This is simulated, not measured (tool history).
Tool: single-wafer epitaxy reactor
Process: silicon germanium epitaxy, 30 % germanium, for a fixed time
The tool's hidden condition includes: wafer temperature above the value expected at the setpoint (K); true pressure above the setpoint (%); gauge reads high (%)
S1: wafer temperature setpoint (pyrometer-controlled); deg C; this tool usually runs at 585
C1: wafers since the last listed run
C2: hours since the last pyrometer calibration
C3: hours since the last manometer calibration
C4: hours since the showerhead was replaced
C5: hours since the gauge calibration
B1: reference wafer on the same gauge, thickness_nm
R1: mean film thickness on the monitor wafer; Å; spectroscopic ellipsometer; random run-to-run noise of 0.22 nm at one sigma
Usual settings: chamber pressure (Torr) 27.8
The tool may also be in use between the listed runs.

{"run": 1, "hour": 0.0, "S1": 585, "chamber pressure (Torr)": 27.8, "C1": 0, "C2": 1935.1, "C3": 1540.1, "C4": 6614.6, "C5": 14, "B1": 56.9, "R1": 553.06}
{"run": 2, "hour": 8.1, "S1": 585, "chamber pressure (Torr)": 27.8, "C1": 124, "C2": 1943.2, "C3": 1548.2, "C4": 6622.7, "C5": 22.1, "B1": 56.977, "R1": 553.9}
{"run": 3, "hour": 21.5, "S1": 585, "chamber pressure (Torr)": 27.8, "C1": 206, "C2": 1956.6, "C3": 1561.6, "C4": 6636.1, "C5": 35.5, "B1": 56.864, "R1": 552.36}
{"run": 4, "hour": 38.4, "S1": 585, "chamber pressure (Torr)": 27.8, "C1": 260, "C2": 1973.5, "C3": 1578.5, "C4": 6653, "C5": 52.4, "B1": 56.829, "R1": 551.83}
{"run": 5, "hour": 45.6, "S1": 585, "chamber pressure (Torr)": 27.8, "C1": 110, "C2": 1980.7, "C3": 1585.7, "C4": 6660.2, "C5": 59.6, "B1": 56.937, "R1": 556.14}
{"run": 6, "hour": 58.8, "S1": 585, "chamber pressure (Torr)": 27.8, "C1": 203, "C2": 1993.9, "C3": 1598.9, "C4": 6673.4, "C5": 72.8, "B1": 56.964, "R1": 549.63}
{"run": 7, "hour": 65.8, "S1": 585, "chamber pressure (Torr)": 27.8, "C1": 107, "C2": 2000.9, "C3": 1605.9, "C4": 6680.4, "C5": 79.8, "B1": 56.857, "R1": 558.82}
{"run": 8, "hour": 103.3, "S1": 585, "chamber pressure (Torr)": 27.8, "C1": 577, "C2": 2038.4, "C3": 1643.4, "C4": 6717.9, "C5": 117.3, "B1": 56.954, "R1": 558.44}
{"run": 9, "hour": 113.3, "S1": 585, "chamber pressure (Torr)": 27.8, "C1": 154, "C2": 2048.4, "C3": 1653.4, "C4": 6727.9, "C5": 127.3, "B1": 56.828, "R1": 553.72}
{"hour": 128.1, "done": "pyrometer calibrated"}
{"run": 10, "hour": 130.5, "S1": 585, "chamber pressure (Torr)": 27.8, "C1": 141, "C2": 2.4, "C3": 1670.6, "C4": 6745.1, "C5": 144.5, "B1": 57.005, "R1": 510.32}
{"run": 11, "hour": 148.0, "S1": 585, "chamber pressure (Torr)": 27.8, "C1": 269, "C2": 19.9, "C3": 1688.1, "C4": 6762.6, "C5": 162, "B1": 56.93, "R1": 513.1}
{"run": 12, "hour": 163.2, "S1": 585, "chamber pressure (Torr)": 27.8, "C1": 234, "C2": 35.1, "C3": 1703.3, "C4": 6777.8, "C5": 177.2, "B1": 56.862, "R1": 513.62}
{"run": 13, "hour": 178.6, "S1": 585, "chamber pressure (Torr)": 29.6, "C1": 237, "C2": 50.5, "C3": 1718.7, "C4": 6793.2, "C5": 192.6, "B1": 56.883, "R1": 521.5}
{"run": 14, "hour": 184.8, "S1": 585, "chamber pressure (Torr)": 29.6, "C1": 95, "C2": 56.7, "C3": 1724.9, "C4": 6799.4, "C5": 198.8, "B1": 56.911, "R1": 522.71}
{"run": 15, "hour": 198.4, "S1": 585, "chamber pressure (Torr)": 21.5, "C1": 209, "C2": 70.3, "C3": 1738.5, "C4": 6813, "C5": 212.4, "B1": 56.872, "R1": 459.59}
{"hour": 216.5, "done": "showerhead replaced"}
{"run": 16, "hour": 217.0, "S1": 597, "chamber pressure (Torr)": 29.8, "C1": 163, "C2": 88.9, "C3": 1757.1, "C4": 0.5, "C5": 231, "B1": 56.905, "R1": 686.58}
{"run": 17, "hour": 230.3, "S1": 585, "chamber pressure (Torr)": 33.8, "C1": 204, "C2": 102.2, "C3": 1770.4, "C4": 13.8, "C5": 244.3, "B1": 56.898, "R1": 555.49}
{"hour": 244.0, "done": "gauge calibrated"}
{"hour": 244.2, "done": "capacitance manometer re-zeroed and calibrated"}
{"run": 18, "hour": 244.7, "S1": 577, "chamber pressure (Torr)": 31.1, "C1": 98, "C2": 116.6, "C3": 0.5, "C4": 28.2, "C5": 0.7, "B1": 56.945, "R1": 449.76}
{"run": 19, "hour": 252.7, "S1": 585, "chamber pressure (Torr)": 27.8, "C1": 123, "C2": 124.6, "C3": 8.5, "C4": 36.2, "C5": 8.7, "B1": 56.919, "R1": 512.39}
{"run": 20, "hour": 263.2, "S1": 585, "chamber pressure (Torr)": 27.8, "C1": 161, "C2": 135.1, "C3": 19, "C4": 46.7, "C5": 19.2, "B1": 56.947, "R1": 511.43}
{"run": 21, "hour": 272.8, "S1": 585, "chamber pressure (Torr)": 27.8, "C1": 147, "C2": 144.7, "C3": 28.6, "C4": 56.3, "C5": 28.8, "B1": 56.903, "R1": 509.48}
{"run": 22, "hour": 286.1, "S1": 585, "chamber pressure (Torr)": 27.8, "C1": 204, "C2": 158, "C3": 41.9, "C4": 69.6, "C5": 42.1, "B1": 56.878, "R1": 514.15}
{"run": 23, "hour": 303.6, "S1": 597, "chamber pressure (Torr)": 31.1, "C1": 269, "C2": 175.5, "C3": 59.4, "C4": 87.1, "C5": 59.6, "B1": 56.904, "R1": 691.71}
{"run": 24, "hour": 309.9, "S1": 572, "chamber pressure (Torr)": 31.1, "C1": 97, "C2": 181.8, "C3": 65.7, "C4": 93.4, "C5": 65.9, "B1": 56.915, "R1": 402.1}
{"run": 25, "hour": 318.7, "S1": 576, "chamber pressure (Torr)": 24, "C1": 135, "C2": 190.6, "C3": 74.5, "C4": 102.2, "C5": 74.7, "B1": 56.852, "R1": 392.67}
{"run": 26, "hour": 328.7, "S1": 585, "chamber pressure (Torr)": 27.8, "C1": 154, "C2": 200.6, "C3": 84.5, "C4": 112.2, "C5": 84.7, "B1": 56.846, "R1": 507.9}
{"run": 27, "hour": 341.7, "S1": 571, "chamber pressure (Torr)": 26, "C1": 200, "C2": 213.6, "C3": 97.5, "C4": 125.2, "C5": 97.7, "B1": 56.911, "R1": 367.48}
{"run": 28, "hour": 359.7, "S1": 571, "chamber pressure (Torr)": 31.3, "C1": 277, "C2": 231.6, "C3": 115.5, "C4": 143.2, "C5": 115.7, "B1": 56.86, "R1": 397.43}
{"run": 29, "hour": 397.5, "S1": 585, "chamber pressure (Torr)": 27.8, "C1": 582, "C2": 269.4, "C3": 153.3, "C4": 181, "C5": 153.5, "B1": 56.897, "R1": 513.35}

Each row is a separate what-if for the run after 29, all from the same tool condition, not one after another. Results?
{"run": "A", "hour": 397.9, "S1": 585, "chamber pressure (Torr)": 27.8, "C1": 6, "C2": 269.8, "C3": 153.7, "C4": 181.4, "C5": 153.9, "B1": "?", "R1": "?"}
{"run": "B", "hour": 397.9, "S1": 595, "chamber pressure (Torr)": 33.3, "C1": 6, "C2": 269.8, "C3": 153.7, "C4": 181.4, "C5": 153.9, "B1": "?", "R1": "?"}
{"run": "C", "hour": 397.9, "S1": 585, "chamber pressure (Torr)": 32.9, "C1": 6, "C2": 269.8, "C3": 153.7, "C4": 181.4, "C5": 153.9, "B1": "?", "R1": "?"}
{"run": "D", "hour": 397.9, "S1": 585, "chamber pressure (Torr)": 22.9, "C1": 6, "C2": 269.8, "C3": 153.7, "C4": 181.4, "C5": 153.9, "B1": "?", "R1": "?"}

run=A B1=56.835 R1=509.93
run=B B1=56.835 R1=679.98
run=C B1=56.835 R1=546.99
run=D B1=56.835 R1=470.05
With the hidden condition removed and each run's random variation left untouched, the same runs would have given:
run=A R1=507.25
run=B R1=676.5
run=C R1=544.12
run=D R1=467.57
